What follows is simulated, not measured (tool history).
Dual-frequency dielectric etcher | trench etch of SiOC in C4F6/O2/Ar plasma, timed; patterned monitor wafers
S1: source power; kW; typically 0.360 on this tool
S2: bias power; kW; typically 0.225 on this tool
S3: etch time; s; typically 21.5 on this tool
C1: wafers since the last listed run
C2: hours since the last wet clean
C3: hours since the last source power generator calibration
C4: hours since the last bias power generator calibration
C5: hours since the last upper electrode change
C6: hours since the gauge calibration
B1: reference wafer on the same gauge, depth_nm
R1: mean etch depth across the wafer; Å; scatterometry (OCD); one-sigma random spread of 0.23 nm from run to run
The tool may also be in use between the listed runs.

{"run": 1, "day": 0.0, "S1": 0.36, "S2": 0.225, "S3": 21.5, "C1": 0, "C2": 81.1, "C3": 501.0, "C4": 1125.0, "C5": 2158.5, "C6": 364.0, "B1": 53.19, "R1": 494.6}
{"run": 2, "day": 1.583, "S1": 0.36, "S2": 0.225, "S3": 21.5, "C1": 696, "C2": 119.1, "C3": 539.0, "C4": 1163.0, "C5": 2196.5, "C6": 402.0, "B1": 53.14, "R1": 491.0}
{"run": 3, "day": 5.35, "S1": 0.4, "S2": 0.225, "S3": 25.5, "C1": 1657, "C2": 209.5, "C3": 629.4, "C4": 1253.4, "C5": 2286.9, "C6": 492.4, "B1": 53.21, "R1": 618.9}
{"run": 4, "day": 11.642, "S1": 0.36, "S2": 0.225, "S3": 24.5, "C1": 2769, "C2": 360.5, "C3": 780.4, "C4": 1404.4, "C5": 2437.9, "C6": 643.4, "B1": 53.18, "R1": 562.6}
{"run": 5, "day": 14.096, "S1": 0.36, "S2": 0.225, "S3": 24.5, "C1": 1080, "C2": 419.4, "C3": 839.3, "C4": 1463.3, "C5": 2496.8, "C6": 702.3, "B1": 53.23, "R1": 567.1}
{"run": 6, "day": 15.35, "S1": 0.36, "S2": 0.225, "S3": 24.5, "C1": 551, "C2": 449.5, "C3": 869.4, "C4": 1493.4, "C5": 2526.9, "C6": 732.4, "B1": 53.21, "R1": 568.9}
{"run": 7, "day": 17.321, "S1": 0.36, "S2": 0.225, "S3": 21.5, "C1": 867, "C2": 496.8, "C3": 916.7, "C4": 1540.7, "C5": 2574.2, "C6": 779.7, "B1": 53.23, "R1": 499.0}
{"run": 8, "day": 19.379, "S1": 0.39, "S2": 0.225, "S3": 17.5, "C1": 905, "C2": 546.2, "C3": 966.1, "C4": 1590.1, "C5": 2623.6, "C6": 829.1, "B1": 53.21, "R1": 421.7}
{"day": 19.954, "done": "gauge calibrated"}
{"run": 9, "day": 20.646, "S1": 0.39, "S2": 0.225, "S3": 17.5, "C1": 557, "C2": 576.6, "C3": 996.5, "C4": 1620.5, "C5": 2654.0, "C6": 16.6, "B1": 53.24, "R1": 424.9}
{"run": 10, "day": 22.15, "S1": 0.39, "S2": 0.225, "S3": 17.5, "C1": 662, "C2": 612.7, "C3": 1032.6, "C4": 1656.6, "C5": 2690.1, "C6": 52.7, "B1": 53.19, "R1": 424.7}
{"day": 24.167, "done": "wet clean of the chamber"}
{"run": 11, "day": 24.275, "S1": 0.36, "S2": 0.225, "S3": 21.5, "C1": 495, "C2": 2.6, "C3": 1083.6, "C4": 1707.6, "C5": 2741.1, "C6": 103.7, "B1": 53.18, "R1": 497.6}
{"run": 12, "day": 26.725, "S1": 0.36, "S2": 0.225, "S3": 21.5, "C1": 1078, "C2": 61.4, "C3": 1142.4, "C4": 1766.4, "C5": 2799.9, "C6": 162.5, "B1": 53.22, "R1": 500.0}
{"run": 13, "day": 28.429, "S1": 0.36, "S2": 0.225, "S3": 21.5, "C1": 750, "C2": 102.3, "C3": 1183.3, "C4": 1807.3, "C5": 2840.8, "C6": 203.4, "B1": 53.2, "R1": 502.8}
{"run": 14, "day": 29.617, "S1": 0.3, "S2": 0.262, "S3": 20.0, "C1": 522, "C2": 130.8, "C3": 1211.8, "C4": 1835.8, "C5": 2869.3, "C6": 231.9, "B1": 53.19, "R1": 445.5}
{"run": 15, "day": 31.508, "S1": 0.28, "S2": 0.241, "S3": 17.0, "C1": 832, "C2": 176.2, "C3": 1257.2, "C4": 1881.2, "C5": 2914.7, "C6": 277.3, "B1": 53.22, "R1": 354.2}
{"day": 33.742, "done": "upper electrode replaced"}
{"run": 16, "day": 34.033, "S1": 0.31, "S2": 0.252, "S3": 17.5, "C1": 671, "C2": 236.8, "C3": 1317.8, "C4": 1941.8, "C5": 7.0, "C6": 337.9, "B1": 53.14, "R1": 387.9}
{"day": 36.762, "done": "bias power generator calibrated"}
{"run": 17, "day": 41.221, "S1": 0.45, "S2": 0.225, "S3": 21.5, "C1": 3090, "C2": 409.3, "C3": 1490.3, "C4": 107.0, "C5": 179.5, "C6": 510.4, "B1": 53.19, "R1": 562.3}
{"run": 18, "day": 43.142, "S1": 0.36, "S2": 0.225, "S3": 21.5, "C1": 845, "C2": 455.4, "C3": 1536.4, "C4": 153.1, "C5": 225.6, "C6": 556.5, "B1": 53.19, "R1": 496.7}
{"run": 19, "day": 45.658, "S1": 0.36, "S2": 0.225, "S3": 21.5, "C1": 1107, "C2": 515.8, "C3": 1596.8, "C4": 213.5, "C5": 286.0, "C6": 616.9, "B1": 53.24, "R1": 496.3}
{"day": 46.421, "done": "source power generator calibrated"}
{"run": 20, "day": 46.962, "S1": 0.36, "S2": 0.225, "S3": 24.5, "C1": 500, "C2": 547.1, "C3": 13.0, "C4": 244.8, "C5": 317.3, "C6": 648.2, "B1": 53.15, "R1": 557.2}
{"run": 21, "day": 48.858, "S1": 0.32, "S2": 0.28, "S3": 25.0, "C1": 834, "C2": 592.6, "C3": 58.5, "C4": 290.3, "C5": 362.8, "C6": 693.7, "B1": 53.26, "R1": 581.6}
{"run": 22, "day": 49.908, "S1": 0.36, "S2": 0.225, "S3": 21.5, "C1": 462, "C2": 617.8, "C3": 83.7, "C4": 315.5, "C5": 388.0, "C6": 718.9, "B1": 53.2, "R1": 490.0}
{"run": 23, "day": 51.471, "S1": 0.45, "S2": 0.225, "S3": 25.0, "C1": 687, "C2": 655.3, "C3": 121.2, "C4": 353.0, "C5": 425.5, "C6": 756.4, "B1": 53.22, "R1": 645.1}
{"run": 24, "day": 52.483, "S1": 0.36, "S2": 0.246, "S3": 21.5, "C1": 445, "C2": 679.6, "C3": 145.5, "C4": 377.3, "C5": 449.8, "C6": 780.7, "B1": 53.22, "R1": 511.0}
{"day": 54.071, "done": "wet clean of the chamber"}
{"run": 25, "day": 57.229, "S1": 0.36, "S2": 0.225, "S3": 21.5, "C1": 1648, "C2": 75.8, "C3": 259.4, "C4": 491.2, "C5": 563.7, "C6": 894.6, "B1": 53.24, "R1": 492.2}
{"run": 26, "day": 59.375, "S1": 0.28, "S2": 0.225, "S3": 25.5, "C1": 944, "C2": 127.3, "C3": 310.9, "C4": 542.7, "C5": 615.2, "C6": 946.1, "B1": 53.19, "R1": 509.8}

Below, each run's measurement less what the same run would have read without the hidden state. Both values contain the same run-to-run variation, but the gauge's scatter may not be the same in both:
Hidden state present: etch rate over this chamber's usual, %; source power that arrives over what is set, %; bias power that arrives over what is set, %; gauge reads high (%).
run=1 R1=+8.0
run=2 R1=+8.3
run=3 R1=+11.4
run=4 R1=+11.4
run=5 R1=+11.9
run=6 R1=+12.1
run=7 R1=+10.8
run=8 R1=+9.4
run=9 R1=+9.5
run=10 R1=+9.6
run=11 R1=+11.4
run=12 R1=+11.6
run=13 R1=+11.8
run=14 R1=+10.4
run=15 R1=+8.4
run=16 R1=+9.2
run=17 R1=+14.0
run=18 R1=+12.3
run=19 R1=+12.4
run=20 R1=+1.4
run=21 R1=+2.6
run=22 R1=+2.8
run=23 R1=+4.7
run=24 R1=+4.1
run=25 R1=+5.9
run=26 R1=+6.8

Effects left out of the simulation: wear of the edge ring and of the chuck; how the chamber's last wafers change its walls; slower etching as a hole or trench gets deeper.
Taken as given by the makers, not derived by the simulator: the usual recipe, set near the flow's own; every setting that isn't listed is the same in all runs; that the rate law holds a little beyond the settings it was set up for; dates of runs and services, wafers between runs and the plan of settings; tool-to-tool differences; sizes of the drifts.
